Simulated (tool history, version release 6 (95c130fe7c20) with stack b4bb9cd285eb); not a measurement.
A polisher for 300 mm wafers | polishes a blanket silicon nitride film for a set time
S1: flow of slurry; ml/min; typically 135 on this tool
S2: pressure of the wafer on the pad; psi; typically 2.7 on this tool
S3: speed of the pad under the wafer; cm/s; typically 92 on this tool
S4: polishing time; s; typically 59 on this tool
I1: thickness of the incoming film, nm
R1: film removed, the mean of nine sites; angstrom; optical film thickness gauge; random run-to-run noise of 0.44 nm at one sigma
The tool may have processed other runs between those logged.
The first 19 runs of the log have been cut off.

At day 11.504: worn pad replaced by a new one.
At day 11.654: head pressure recalibrated.
Run 20, day 11.742: usual settings; I1 594.8. Result: R1 587 angstrom.
At day 12.408: slurry nozzle cleaned.
Run 21, day 12.892: usual settings; I1 608.3. Result: R1 627 angstrom.
Run 22, day 13.404: usual settings but S2 2.3 psi; I1 601.5. Result: R1 546 angstrom.
Run 23, day 14.008: usual settings but S1 170 ml/min; I1 603.8. Result: R1 660 angstrom.
Run 24, day 14.458: usual settings; I1 611.5. Result: R1 632 angstrom.
Run 25, day 14.938: usual settings but S1 165 ml/min, S3 64 cm/s, S4 48 s; I1 594.2. Result: R1 405 angstrom.
Run 26, day 15.683: usual settings but S1 105 ml/min, S4 46 s; I1 605.6. Result: R1 459 angstrom.
Run 27, day 17.383: usual settings; I1 600.4. Result: R1 630 angstrom.
Run 28, day 18.158: usual settings but S3 62 cm/s, S4 70 s; I1 593.6. Result: R1 549 angstrom.
Run 29, day 18.646: usual settings but S1 105 ml/min, S2 2.5 psi, S3 72 cm/s, S4 40 s; I1 603.9. Result: R1 307 angstrom.
Run 30, day 19.212: usual settings but S1 155 ml/min, S2 2.1 psi, S3 100 cm/s, S4 79 s; I1 599.1. Result: R1 732 angstrom.
At day 19.512: worn pad replaced by a new one.
Run 31, day 21.417: usual settings; I1 597.9. Result: R1 618 angstrom.
Run 32, day 21.729: usual settings but S1 150 ml/min, S3 112 cm/s, S4 53 s; I1 608.4. Result: R1 668 angstrom.
Run 33, day 22.225: usual settings but S1 180 ml/min, S2 1.9 psi, S3 68 cm/s; I1 608.7. Result: R1 375 angstrom.
Run 34, day 22.725: usual settings; I1 604.1. Result: R1 620 angstrom.

The next listed run, before its measurement:
Run 35, day 23.312: usual settings but S1 125 ml/min, S4 67 s; I1 601.8. Result: R1 ?.

R1: 699 angstrom
With no hidden state in the tool, this same run would have given R1 711 angstrom.
